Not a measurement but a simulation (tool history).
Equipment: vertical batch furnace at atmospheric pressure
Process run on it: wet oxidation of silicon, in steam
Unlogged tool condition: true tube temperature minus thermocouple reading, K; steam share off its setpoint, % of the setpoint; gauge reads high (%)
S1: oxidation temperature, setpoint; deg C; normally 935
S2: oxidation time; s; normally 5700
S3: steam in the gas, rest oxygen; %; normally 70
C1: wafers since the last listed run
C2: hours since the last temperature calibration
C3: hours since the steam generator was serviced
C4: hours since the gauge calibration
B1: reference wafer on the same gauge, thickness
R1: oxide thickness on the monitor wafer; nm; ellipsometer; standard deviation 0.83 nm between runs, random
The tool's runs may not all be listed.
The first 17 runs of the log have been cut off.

| run | hour | S1 | S2 | S3 | C1 | C2 | C3 | C4 | B1 | R1 |
|---|---|---|---|---|---|---|---|---|---|---|
| 18 | 588.1 | 935 | 5700 | 70 | 641 | 110.1 | 2330.3 | 518.4 | 267.99 | 316.36 |
| 19 | 620.2 | 942 | 3900 | 81 | 618 | 142.2 | 2362.4 | 550.5 | 268.16 | 283.65 |
| 20 | 653.8 | 935 | 5700 | 70 | 647 | 175.8 | 2396 | 584.1 | 268 | 316.39 |
| 21 | 683.1 | 935 | 5700 | 70 | 564 | 205.1 | 2425.3 | 613.4 | 268.09 | 315.57 |
|  | 692.7 | gauge calibrated |
| 22 | 716.6 | 935 | 5700 | 70 | 645 | 238.6 | 2458.8 | 23.9 | 268.05 | 316.85 |
|  | 761.8 | steam generator serviced |
| 23 | 762.3 | 935 | 5700 | 80 | 418 | 284.3 | 0.5 | 69.6 | 267.88 | 363.18 |
| 24 | 779 | 935 | 5700 | 70 | 321 | 301 | 17.2 | 86.3 | 268.1 | 328.49 |
| 25 | 794 | 935 | 5700 | 70 | 288 | 316 | 32.2 | 101.3 | 267.95 | 328.98 |
| 26 | 811.5 | 935 | 5700 | 70 | 337 | 333.5 | 49.7 | 118.8 | 268.12 | 329.18 |
| 27 | 837.9 | 935 | 3630 | 66 | 508 | 359.9 | 76.1 | 145.2 | 268.1 | 226.03 |
| 28 | 852.6 | 918 | 5700 | 70 | 283 | 374.6 | 90.8 | 159.9 | 268.29 | 286.89 |
| 29 | 879 | 942 | 5700 | 63 | 508 | 401 | 117.2 | 186.3 | 268.07 | 322.16 |
| 30 | 908.5 | 959 | 3810 | 59 | 568 | 430.5 | 146.7 | 215.8 | 267.94 | 262.97 |
| 31 | 922.7 | 927 | 5700 | 70 | 273 | 444.7 | 160.9 | 230 | 267.73 | 308.21 |
| 32 | 954.2 | 959 | 6930 | 62 | 606 | 476.2 | 192.4 | 261.5 | 268.06 | 409.48 |
| 33 | 981.7 | 935 | 3540 | 59 | 529 | 503.7 | 219.9 | 289 | 268.09 | 202.86 |
| 34 | 1072.7 | 928 | 7620 | 67 | 1752 | 594.7 | 310.9 | 380 | 267.96 | 366.67 |
| 35 | 1090.3 | 911 | 4050 | 70 | 339 | 612.3 | 328.5 | 397.6 | 267.77 | 204.87 |

Each row is a separate what-if for the run after 35, all from the same tool condition, not one after another. Results?
| A | 1095 | 935 | 5700 | 70 | 90 | 617 | 333.2 | 402.3 | ? | ? |
| B | 1095 | 918 | 5700 | 59 | 90 | 617 | 333.2 | 402.3 | ? | ? |
| C | 1095 | 935 | 5700 | 64 | 90 | 617 | 333.2 | 402.3 | ? | ? |

| run | B1 | R1 |
|---|---|---|
| A | 268.09 | 325.67 |
| B | 268.09 | 249.2 |
| C | 268.09 | 305.42 |
What these runs would have given with no unlogged condition in the tool:
| run | R1 |
|---|---|
| A | 327.18 |
| B | 250.17 |
| C | 306.82 |
